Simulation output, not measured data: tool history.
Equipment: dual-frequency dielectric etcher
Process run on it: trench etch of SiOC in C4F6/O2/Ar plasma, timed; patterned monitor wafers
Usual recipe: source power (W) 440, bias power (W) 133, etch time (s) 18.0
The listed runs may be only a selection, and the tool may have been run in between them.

run,hour,source power (W),bias power (W),etch time (s),wafers since the last listed run,hours since the last wet clean,hours since the last source power generator calibration,hours since the last bias power generator calibration,hours since the last upper electrode change,hours since the gauge calibration,"read-back reference wafer on the same gauge, depth_nm",mean etch depth across the wafer (angstrom)
1,0.0,440,133,18.0,0,462.1,3411.5,1243.1,4322.2,155.6,34.01,332.7
2,87.8,440,133,18.0,1070,549.9,3499.3,1330.9,4410.0,243.4,33.98,337.6
# hour 176.2: wet clean of the chamber
3,180.4,440,144,18.0,836,4.2,3591.9,1423.5,4502.6,336.0,34.02,342.5
# hour 215.1: source power generator calibrated
4,254.6,440,133,19.5,855,78.4,39.5,1497.7,4576.8,410.2,34.10,361.1
5,292.0,440,133,19.5,455,115.8,76.9,1535.1,4614.2,447.6,34.01,363.4
6,367.7,400,133,18.0,922,191.5,152.6,1610.8,4689.9,523.3,34.04,323.0
# hour 454.4: upper electrode replaced
7,454.9,440,133,18.0,770,278.7,239.8,1698.0,0.5,610.5,34.03,337.0
8,491.8,440,133,18.0,449,315.6,276.7,1734.9,37.4,647.4,34.03,331.2
# hour 534.2: bias power generator calibrated
9,584.2,440,133,18.0,1077,408.0,369.1,50.0,129.8,739.8,33.99,337.1
10,655.3,440,133,22.0,866,479.1,440.2,121.1,200.9,810.9,33.96,404.0
11,755.1,440,133,22.0,1216,578.9,540.0,220.9,300.7,910.7,34.05,410.9
12,791.7,440,133,18.0,446,615.5,576.6,257.5,337.3,947.3,34.04,333.8
# hour 851.1: wet clean of the chamber
13,851.6,440,133,18.0,437,0.5,636.5,317.4,397.2,1007.2,33.97,334.1
14,900.4,500,107,19.5,594,49.3,685.3,366.2,446.0,1056.0,34.00,355.4
15,979.3,440,133,15.0,961,128.2,764.2,445.1,524.9,1134.9,34.03,277.3
16,1253.6,510,143,14.5,3344,402.5,1038.5,719.4,799.2,1409.2,33.98,292.5
17,1316.1,440,133,18.0,761,465.0,1101.0,781.9,861.7,1471.7,33.94,331.3
# hour 1384.5: wet clean of the chamber
18,1400.8,440,133,18.0,740,16.3,1185.7,866.6,946.4,1556.4,33.99,332.1
19,1455.9,440,133,18.0,671,71.4,1240.8,921.7,1001.5,1611.5,33.97,334.5
20,1516.3,440,133,18.0,736,131.8,1301.2,982.1,1061.9,1671.9,34.00,336.8
# hour 1545.4: gauge calibrated
21,1595.2,500,156,20.5,961,210.7,1380.1,1061.0,1140.8,49.8,34.04,417.7
22,1648.2,390,108,13.0,646,263.7,1433.1,1114.0,1193.8,102.8,33.99,217.5
23,1698.7,440,133,20.0,615,314.2,1483.6,1164.5,1244.3,153.3,34.00,373.6
24,1774.7,440,133,22.5,926,390.2,1559.6,1240.5,1320.3,229.3,33.93,415.4
25,1869.7,440,133,18.0,1158,485.2,1654.6,1335.5,1415.3,324.3,34.01,333.8
26,1946.5,440,122,18.0,936,562.0,1731.4,1412.3,1492.1,401.1,34.01,327.3
# hour 2029.8: wet clean of the chamber
27,2030.3,500,162,14.5,729,0.5,1815.2,1496.1,1575.9,484.9,33.93,299.2
28,2076.7,340,123,15.5,565,46.9,1861.6,1542.5,1622.3,531.3,33.98,256.7
29,2167.7,340,118,21.5,1109,137.9,1952.6,1633.5,1713.3,622.3,33.97,350.2
30,2258.6,520,163,14.0,1108,228.8,2043.5,1724.4,1804.2,713.2,34.00,292.6

Describe how what the log doesn't record of the tool's condition differs between the last listed run preceding each entry between runs and the first listed run following it.
Runs 2 to 3: wet clean of the chamber (hour 176.2)
  nothing in the hidden state changes from one run to the other
Runs 3 to 4: source power generator calibrated (hour 215.1)
  nothing in the hidden state changes from one run to the other
Runs 6 to 7: upper electrode replaced (hour 454.4)
  nothing in the hidden state changes from one run to the other
Runs 8 to 9: bias power generator calibrated (hour 534.2)
  nothing in the hidden state changes from one run to the other
Runs 12 to 13: wet clean of the chamber (hour 851.1)
  nothing in the hidden state changes from one run to the other
Runs 17 to 18: wet clean of the chamber (hour 1384.5)
  nothing in the hidden state changes from one run to the other
Runs 20 to 21: gauge calibrated (hour 1545.4)
  nothing in the hidden state changes from one run to the other
Runs 26 to 27: wet clean of the chamber (hour 2029.8)
  nothing in the hidden state changes from one run to the other
